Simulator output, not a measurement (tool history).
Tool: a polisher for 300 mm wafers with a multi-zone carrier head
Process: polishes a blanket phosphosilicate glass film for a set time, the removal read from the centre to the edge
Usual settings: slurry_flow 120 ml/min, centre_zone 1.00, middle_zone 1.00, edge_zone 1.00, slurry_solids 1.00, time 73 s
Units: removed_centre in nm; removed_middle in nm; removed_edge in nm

run,hour,slurry_flow,centre_zone,middle_zone,edge_zone,slurry_solids,time,"incoming thickness of the incoming film, nm",removed_centre,removed_middle,removed_edge
1,0.0,120,1.00,1.00,1.00,1.00,73,1896.4,367.3,382.0,395.6
2,21.3,120,1.00,1.00,1.11,1.00,98,1877.5,481.6,502.4,554.5
3,44.7,145,1.00,1.00,0.94,1.00,73,1893.3,394.1,395.4,397.0
# hour 70.0: carrier head's membrane replaced by a new one
# hour 145.3: worn pad replaced by a new one
4,145.8,120,1.00,1.00,1.00,1.00,73,1881.1,333.1,351.0,376.4
5,160.5,120,1.00,1.00,1.00,1.00,73,1905.3,326.8,343.7,376.3
# hour 180.7: slurry nozzle cleaned, repeated, since the last time left the tool worse
6,188.6,90,1.00,1.06,1.00,1.15,85,1885.5,503.2,527.0,527.7
7,223.8,120,1.00,0.92,1.00,1.00,95,1910.2,565.9,540.4,581.5
8,244.2,120,1.00,1.00,1.00,1.00,80,1918.2,476.7,471.3,474.9
9,269.4,160,1.00,1.00,1.00,0.90,73,1868.9,441.4,444.9,426.6
10,283.2,120,1.00,1.07,0.90,1.00,73,1877.6,425.6,456.5,412.8
11,300.9,120,1.00,0.93,1.00,1.00,73,1879.9,430.8,406.7,422.9
# hour 312.9: edge zone pressure recalibrated
12,314.8,120,1.06,1.11,1.00,1.00,53,1893.6,328.5,338.2,313.7
13,344.6,120,1.00,1.00,1.00,1.00,73,1892.9,419.2,428.9,439.3
14,369.3,120,0.95,1.11,1.00,1.00,83,1883.6,453.6,525.8,482.9
# hour 387.3: worn pad replaced by a new one
15,387.8,120,0.90,1.05,1.07,1.00,60,1889.9,311.4,366.1,368.0
16,400.9,120,1.00,1.00,1.07,0.75,73,1873.2,357.9,357.0,385.8
17,435.6,120,1.00,1.00,1.00,1.00,73,1898.1,421.0,420.7,425.8
18,470.5,120,1.00,1.00,0.92,1.00,85,1867.4,482.8,495.0,476.5
19,493.8,120,1.00,1.00,0.90,0.75,61,1893.3,298.9,299.1,285.7
# hour 507.0: centre zone pressure recalibrated
20,522.6,120,0.90,1.04,1.08,0.70,73,1878.1,305.1,356.1,356.6
21,539.7,120,1.00,0.95,1.00,1.00,73,1900.6,415.6,402.2,424.0
22,567.5,160,1.00,1.00,1.00,1.00,73,1870.3,445.7,448.1,444.7

Measured less the same run without the tool's hidden state. The same run-to-run variation is in both; the gauge's scatter may not be:
The hidden state here: removal rate lost through wear of the pad, %; slurry flow missing at the pad, %; deviation of the centre zone's pressure from its setpoint, %; deviation of the edge zone's pressure from its setpoint, %.
run,removed_centre,removed_middle,removed_edge
1,-73.8,-65.5,-43.7
2,-107.2,-95.0,-67.2
3,-78.2,-67.7,-45.1
4,-111.3,-98.2,-64.8
5,-112.8,-99.1,-66.5
6,-4.0,-3.7,-2.4
7,-9.7,-8.1,-6.0
8,-10.9,-9.5,-6.6
9,-9.7,-8.7,-5.9
10,-14.1,-13.2,-8.2
11,-16.0,-13.2,-9.4
12,-13.2,-11.9,-7.6
13,-19.3,-17.3,-12.1
14,-22.9,-23.2,-14.6
15,-16.6,-17.1,-11.7
16,-19.8,-17.2,-12.6
17,-25.2,-21.9,-15.1
18,-30.8,-27.5,-18.0
19,-19.8,-17.2,-11.1
20,-20.9,-21.2,-14.5
21,-29.0,-24.4,-17.4
22,-23.5,-20.9,-14.7
